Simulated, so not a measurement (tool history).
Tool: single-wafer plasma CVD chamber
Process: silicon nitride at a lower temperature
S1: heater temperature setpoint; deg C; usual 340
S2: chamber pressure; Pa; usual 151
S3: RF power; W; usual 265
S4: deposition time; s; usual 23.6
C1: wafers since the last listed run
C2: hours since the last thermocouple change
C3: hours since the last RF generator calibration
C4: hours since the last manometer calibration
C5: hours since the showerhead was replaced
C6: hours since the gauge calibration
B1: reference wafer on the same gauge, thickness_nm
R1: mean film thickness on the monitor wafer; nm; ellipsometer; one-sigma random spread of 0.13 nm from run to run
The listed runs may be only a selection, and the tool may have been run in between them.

run,hour,S1,S2,S3,S4,C1,C2,C3,C4,C5,C6,B1,R1
1,0,333,151,265,23.6,0,552.2,248.9,1385.6,64.4,3002.5,25.203,25.978
2,63,333,151,265,23.6,1571,615.2,311.9,1448.6,127.4,3065.5,25.19,26.303
3,149.8,340,151,295,23.6,2165,702,398.7,1535.4,214.2,3152.3,25.201,27.385
4,194.9,340,151,295,23.6,1125,747.1,443.8,1580.5,259.3,3197.4,25.171,27.29
5,235.6,340,115,265,23.6,1015,787.8,484.5,1621.2,300,3238.1,25.135,21.961
6,286,340,179,265,21.7,1257,838.2,534.9,1671.6,350.4,3288.5,25.278,25.783
7,331.4,340,151,265,23.6,1132,883.6,580.3,1717,395.8,3333.9,25.168,26.003
8,418.9,345,151,265,23.6,2183,971.1,667.8,1804.5,483.3,3421.4,25.169,26.281
9,490.6,340,140,265,23.6,1789,1042.8,739.5,1876.2,555,3493.1,25.228,25.137
10,549,340,151,265,26.9,1457,1101.2,797.9,1934.6,613.4,3551.5,25.226,29.732
11,641.2,340,128,265,26.3,2300,1193.4,890.1,2026.8,705.6,3643.7,25.212,26.883
# hour 662.3: capacitance manometer re-zeroed and calibrated
# hour 681.7: gauge calibrated
12,690.4,344,141,290,23.6,1028,1242.6,939.3,28.1,754.8,8.7,25.167,25.821
13,752.3,340,151,265,21.4,1544,1304.5,1001.2,90,816.7,70.6,25.167,23.416
# hour 791.2: RF generator calibrated
14,791.7,353,151,265,27.2,783,1343.9,0.5,129.4,856.1,110,25.191,29.423
15,883.1,349,151,265,27.6,2280,1435.3,91.9,220.8,947.5,201.4,25.176,30.208
16,950.5,328,123,300,23.6,1681,1502.7,159.3,288.2,1014.9,268.8,25.232,23.986
17,1033.2,340,117,250,23.6,2063,1585.4,242,370.9,1097.6,351.5,25.213,21.467
# hour 1244.5: thermocouple changed; heater temperature recalibrated
18,1245,328,151,265,21.2,5085,0.5,453.8,582.7,1309.4,563.3,25.199,23.227
19,1410.9,346,175,315,23.6,4139,166.4,619.7,748.6,1475.3,729.2,25.203,29.798
20,1504.8,340,151,265,23.6,2342,260.3,713.6,842.5,1569.2,823.1,25.202,26.156
# hour 1588.5: RF generator calibrated
21,1589.3,340,151,290,23.6,1908,344.8,0.8,927,1653.7,907.6,25.184,26.927
22,1681.5,340,151,250,24.9,2300,437,93,1019.2,1745.9,999.8,25.224,26.765
23,1763.4,340,137,265,23.6,2043,518.9,174.9,1101.1,1827.8,1081.7,25.213,24.553
24,1817.4,340,151,265,23.6,1347,572.9,228.9,1155.1,1881.8,1135.7,25.208,25.868
25,1872.3,340,175,265,23.6,1369,627.8,283.8,1210,1936.7,1190.6,25.214,27.918
26,1930.7,340,133,265,23.6,1457,686.2,342.2,1268.4,1995.1,1249,25.196,24.514
27,2022.4,340,163,265,23.6,2288,777.9,433.9,1360.1,2086.8,1340.7,25.221,26.852

Hidden state, per run?
wafer temperature above the value expected at the setpoint (K): 0, the same for each run
delivered RF power above the setpoint (%): 0, the same for each run
gauge reads high (%): 0, the same for each run
H1: true pressure above the setpoint (%)
run,H1
1,1.38
2,1.56
3,1.82
4,1.97
5,2.1
6,2.27
7,2.42
8,2.73
9,3
10,3.23
11,3.6
12,-0.13
13,-0.123
14,-0.114
15,-0.0813
16,-0.0466
17,0.00869
18,0.213
19,0.437
20,0.589
21,0.74
22,0.922
23,1.1
24,1.22
25,1.35
26,1.5
27,1.74
